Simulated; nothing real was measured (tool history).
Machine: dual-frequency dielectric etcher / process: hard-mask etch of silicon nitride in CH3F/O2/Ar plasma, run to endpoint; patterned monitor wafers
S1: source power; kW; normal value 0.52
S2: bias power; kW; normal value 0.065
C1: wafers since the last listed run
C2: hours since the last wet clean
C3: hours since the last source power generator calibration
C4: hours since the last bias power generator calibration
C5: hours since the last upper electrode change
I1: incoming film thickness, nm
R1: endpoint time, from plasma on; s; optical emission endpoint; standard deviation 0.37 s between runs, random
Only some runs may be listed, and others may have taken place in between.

| run | hour | S1 | S2 | C1 | C2 | C3 | C4 | C5 | I1 | R1 |
|---|---|---|---|---|---|---|---|---|---|---|
| 1 | 0 | 0.52 | 0.077 | 0 | 233.4 | 2060 | 1487.2 | 3013.9 | 54.2 | 69.2 |
| 2 | 50.5 | 0.52 | 0.065 | 439 | 283.9 | 2110.5 | 1537.7 | 3064.4 | 53.6 | 74.8 |
| 3 | 65.8 | 0.52 | 0.065 | 133 | 299.2 | 2125.8 | 1553 | 3079.7 | 53.5 | 74 |
| 4 | 79 | 0.52 | 0.065 | 114 | 312.4 | 2139 | 1566.2 | 3092.9 | 53.9 | 74.7 |
| 5 | 107.1 | 0.6 | 0.074 | 244 | 340.5 | 2167.1 | 1594.3 | 3121 | 54.5 | 68 |
| 6 | 135.2 | 0.6 | 0.074 | 244 | 368.6 | 2195.2 | 1622.4 | 3149.1 | 54 | 67.2 |
| 7 | 166 | 0.6 | 0.074 | 268 | 399.4 | 2226 | 1653.2 | 3179.9 | 53.6 | 66.7 |
| 8 | 184.2 | 0.52 | 0.065 | 158 | 417.6 | 2244.2 | 1671.4 | 3198.1 | 53.9 | 74.8 |
|  | 207.7 | bias power generator calibrated |
| 9 | 215.5 | 0.52 | 0.065 | 237 | 448.9 | 2275.5 | 7.8 | 3229.4 | 53.8 | 74.2 |
| 10 | 241.1 | 0.52 | 0.065 | 222 | 474.5 | 2301.1 | 33.4 | 3255 | 53.6 | 73.5 |
| 11 | 256.9 | 0.48 | 0.065 | 137 | 490.3 | 2316.9 | 49.2 | 3270.8 | 53.9 | 76.4 |
| 12 | 295.5 | 0.48 | 0.065 | 335 | 528.9 | 2355.5 | 87.8 | 3309.4 | 54.8 | 77.2 |
|  | 329.3 | wet clean of the chamber |
| 13 | 329.8 | 0.52 | 0.065 | 89 | 0.5 | 2389.8 | 122.1 | 3343.7 | 53.7 | 74.2 |
| 14 | 338.5 | 0.52 | 0.065 | 75 | 9.2 | 2398.5 | 130.8 | 3352.4 | 53.7 | 73.9 |
| 15 | 357.3 | 0.52 | 0.077 | 163 | 28 | 2417.3 | 149.6 | 3371.2 | 54 | 69.3 |
| 16 | 369.5 | 0.65 | 0.054 | 106 | 40.2 | 2429.5 | 161.8 | 3383.4 | 54.3 | 75.8 |
| 17 | 399.7 | 0.61 | 0.075 | 262 | 70.4 | 2459.7 | 192 | 3413.6 | 54.2 | 67.2 |
| 18 | 430.8 | 0.6 | 0.078 | 270 | 101.5 | 2490.8 | 223.1 | 3444.7 | 54.4 | 66.5 |
|  | 451.8 | source power generator calibrated |
|  | 462.7 | upper electrode replaced |
| 19 | 463.2 | 0.52 | 0.065 | 152 | 133.9 | 11.4 | 255.5 | 0.5 | 54.1 | 75.3 |
| 20 | 469.3 | 0.64 | 0.074 | 53 | 140 | 17.5 | 261.6 | 6.6 | 54.4 | 66.7 |
| 21 | 500.7 | 0.41 | 0.057 | 273 | 171.4 | 48.9 | 293 | 38 | 54 | 85.2 |
| 22 | 529.6 | 0.52 | 0.065 | 251 | 200.3 | 77.8 | 321.9 | 66.9 | 53.8 | 73.9 |
| 23 | 542.9 | 0.52 | 0.065 | 115 | 213.6 | 91.1 | 335.2 | 80.2 | 53.8 | 74.1 |
| 24 | 557.9 | 0.42 | 0.051 | 130 | 228.6 | 106.1 | 350.2 | 95.2 | 54.2 | 89.1 |
| 25 | 587 | 0.46 | 0.076 | 253 | 257.7 | 135.2 | 379.3 | 124.3 | 53.6 | 70.9 |
| 26 | 603.4 | 0.45 | 0.08 | 142 | 274.1 | 151.6 | 395.7 | 140.7 | 54.4 | 71.2 |
| 27 | 668.4 | 0.61 | 0.073 | 565 | 339.1 | 216.6 | 460.7 | 205.7 | 54.2 | 67.9 |

How the hidden state differs across the entries between the runs, from the last listed run before each to the first after it:
From run 8 to run 9: bias power generator calibrated (hour 207.7)
  no difference in the tool's unlogged condition between these two runs
From run 12 to run 13: wet clean of the chamber (hour 329.3)
  no difference in the tool's unlogged condition between these two runs
From run 18 to run 19: source power generator calibrated (hour 451.8); upper electrode replaced (hour 462.7)
  no difference in the tool's unlogged condition between these two runs
